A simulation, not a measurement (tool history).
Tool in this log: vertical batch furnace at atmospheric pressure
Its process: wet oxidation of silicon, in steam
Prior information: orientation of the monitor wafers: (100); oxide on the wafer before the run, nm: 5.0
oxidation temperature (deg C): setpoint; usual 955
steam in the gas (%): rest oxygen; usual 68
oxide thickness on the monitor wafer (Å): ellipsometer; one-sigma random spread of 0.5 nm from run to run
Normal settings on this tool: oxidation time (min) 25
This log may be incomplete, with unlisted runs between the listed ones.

run	day	oxidation temperature (deg C)	oxidation time (min)	steam in the gas (%)	wafers since the last listed run	hours since the last temperature calibration	hours since the steam generator was serviced	hours since the gauge calibration	read-back reference wafer on the same gauge, thickness	oxide thickness on the monitor wafer (Å)
1	0	955	34.5	68	0	585.4	941	569.2	99.13	1459.3
2	1.675	955	34.5	68	609	625.6	981.2	609.4	98.88	1459.2
3	4.512	955	34.5	68	1033	693.7	1049.3	677.5	98.9	1461.7
4	7.833	955	25	68	1209	773.4	1129	757.2	98.97	1111.1
5	10.558	955	25	68	992	838.8	1194.4	822.6	98.94	1105.4
6	14.95	955	25	68	1599	944.2	1299.8	928	99.1	1101.7
# day 16.458: steam generator serviced
7	17.358	966	25	68	512	1002	21.6	985.8	99.05	1312.5
8	21.717	955	25	76	1586	1106.6	126.2	1090.4	98.85	1265
9	35.146	955	25	76	4889	1428.9	448.5	1412.7	98.88	1255.6
10	39.246	955	25	68	1492	1527.3	546.9	1511.1	99.15	1142.1
11	50.779	955	25	68	4199	1804.1	823.7	1787.9	99	1120.1
12	54.125	955	25	79	1218	1884.4	904	1868.2	98.77	1268.1
# day 57.571: thermocouples replaced and temperature profile calibrated
13	57.592	955	25	68	898	0.5	987.2	1951.4	98.76	1113.6
14	59.392	970	13	57	655	43.7	1030.4	1994.6	98.68	650.9
# day 62.142: gauge calibrated
15	62.279	938	30	79	1051	113	1099.7	3.3	99.07	1209.9
16	64.929	955	25	68	964	176.6	1163.3	66.9	98.91	1105
# day 67.742: steam generator serviced
17	68.046	972	25	77	770	251.4	7.3	141.7	98.92	1552
18	72.504	955	25	68	1623	358.4	114.3	248.7	98.88	1141.3
19	76.05	971	31.5	57	1291	443.5	199.4	333.8	98.96	1433.2
20	79.542	979	25	78	1271	527.3	283.2	417.6	99.08	1682.3
21	81.829	933	21.5	56	832	582.2	338.1	472.5	98.78	653.4
22	85.642	955	32	72	1388	673.7	429.6	564	98.92	1477.5

Below are 5 alternative next runs, each starting from the tool's condition after run 22. Predict each:
A	85.829	955	36.5	68	68	678.2	434.1	568.5	?	?
B	85.829	964	20	68	68	678.2	434.1	568.5	?	?
C	85.829	934	16	63	68	678.2	434.1	568.5	?	?
D	85.829	933	34	68	68	678.2	434.1	568.5	?	?
E	85.829	934	25	68	68	678.2	434.1	568.5	?	?

run	read-back reference wafer on the same gauge, thickness	oxide thickness on the monitor wafer (Å)
A	99.23	1551
B	99.23	1036
C	99.23	562.2
D	99.23	1140.1
E	99.23	883.6
Without the tool's hidden state the same runs would have given:
run	oxide thickness on the monitor wafer (Å)
A	1579.5
B	1055.4
C	572.9
D	1161.9
E	900.6
